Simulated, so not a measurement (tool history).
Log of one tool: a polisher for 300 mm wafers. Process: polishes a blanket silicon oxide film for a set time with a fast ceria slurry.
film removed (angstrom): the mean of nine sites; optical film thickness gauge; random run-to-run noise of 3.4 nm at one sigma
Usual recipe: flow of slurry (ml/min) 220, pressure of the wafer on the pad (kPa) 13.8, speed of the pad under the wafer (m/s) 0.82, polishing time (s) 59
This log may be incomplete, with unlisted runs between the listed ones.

run	hour	flow of slurry (ml/min)	pressure of the wafer on the pad (kPa)	speed of the pad under the wafer (m/s)	polishing time (s)	incoming thickness of the incoming film, nm	film removed (angstrom)
1	0.0	220	13.8	0.82	59	3526.0	5114
2	56.4	220	13.8	0.82	59	3584.2	5023
3	82.4	220	13.8	0.82	59	3541.0	5131
4	123.0	220	13.8	0.82	59	3580.7	4986
# hour 141.1: slurry nozzle cleaned
5	159.3	220	13.8	0.82	59	3581.4	4982
6	224.3	220	13.8	0.82	59	3614.0	4907
7	251.4	220	13.8	0.82	59	3611.7	4938
8	292.9	220	13.8	0.82	59	3572.4	4872
9	346.1	220	13.8	0.82	59	3607.0	4864
# hour 357.2: worn pad replaced by a new one
10	387.2	220	13.8	0.94	59	3536.3	5593
11	440.5	220	13.8	0.94	59	3593.1	5544
12	471.2	220	13.8	0.94	59	3595.1	5483
13	534.1	185	13.8	0.82	59	3569.8	4925
# hour 553.3: head pressure recalibrated
14	588.2	220	13.8	0.92	59	3551.6	5364
15	627.9	220	13.8	0.92	59	3617.2	5343
# hour 645.3: slurry nozzle cleaned
16	653.3	220	13.8	0.92	59	3652.5	5331
17	704.4	270	15.2	1.08	64	3630.9	7214
18	774.4	250	13.8	0.82	70	3645.7	5873
# hour 784.2: worn pad replaced by a new one, of another model than before
19	820.0	200	10.3	0.70	59	3546.0	3835
20	850.0	220	13.8	1.06	59	3559.5	5798
21	895.7	220	13.8	0.82	59	3594.3	5066
22	957.1	280	13.8	0.82	59	3549.1	5277
23	1013.4	245	11.7	0.82	50	3585.6	3831
24	1064.4	220	13.8	0.72	59	3606.7	4745
25	1110.9	220	13.8	1.00	46	3507.3	4248
# hour 1126.3: slurry nozzle cleaned
26	1157.3	165	16.5	0.82	59	3589.7	5176
# hour 1222.4: worn pad replaced by a new one
27	1263.3	220	11.0	1.08	66	3612.1	5600
28	1324.3	220	13.8	0.92	59	3536.6	5451
29	1349.8	220	13.8	0.90	59	3605.6	5317
30	1403.3	220	13.8	0.82	59	3620.6	5079
31	1449.5	145	15.9	0.60	40	3598.4	2991
32	1518.2	220	9.0	0.70	73	3583.6	4272
33	1547.9	220	13.8	0.82	59	3576.9	4963
# hour 1570.6: worn pad replaced by a new one
34	1580.5	220	13.8	0.82	59	3609.2	5160
35	1611.5	255	13.8	0.82	59	3571.8	5243
36	1675.3	220	13.8	0.82	66	3585.2	5670

Measured less the same run without the tool's hidden state. The same run-to-run variation is in both; the gauge's scatter may not be:
The tool's hidden condition here consists of: removal rate lost through wear of the pad, %; slurry flow missing at the pad, %; deviation of the head's pressure from its setpoint, %.
run	film removed (angstrom)
1	-86
2	-129
3	-152
4	-181
5	-210
6	-260
7	-284
8	-315
9	-359
10	-39
11	-85
12	-110
13	-148
14	-208
15	-243
16	-264
17	-419
18	-412
19	-44
20	-93
21	-118
22	-175
23	-162
24	-241
25	-249
26	-344
27	-45
28	-96
29	-115
30	-153
31	-112
32	-209
33	-267
34	-40
35	-65
36	-128

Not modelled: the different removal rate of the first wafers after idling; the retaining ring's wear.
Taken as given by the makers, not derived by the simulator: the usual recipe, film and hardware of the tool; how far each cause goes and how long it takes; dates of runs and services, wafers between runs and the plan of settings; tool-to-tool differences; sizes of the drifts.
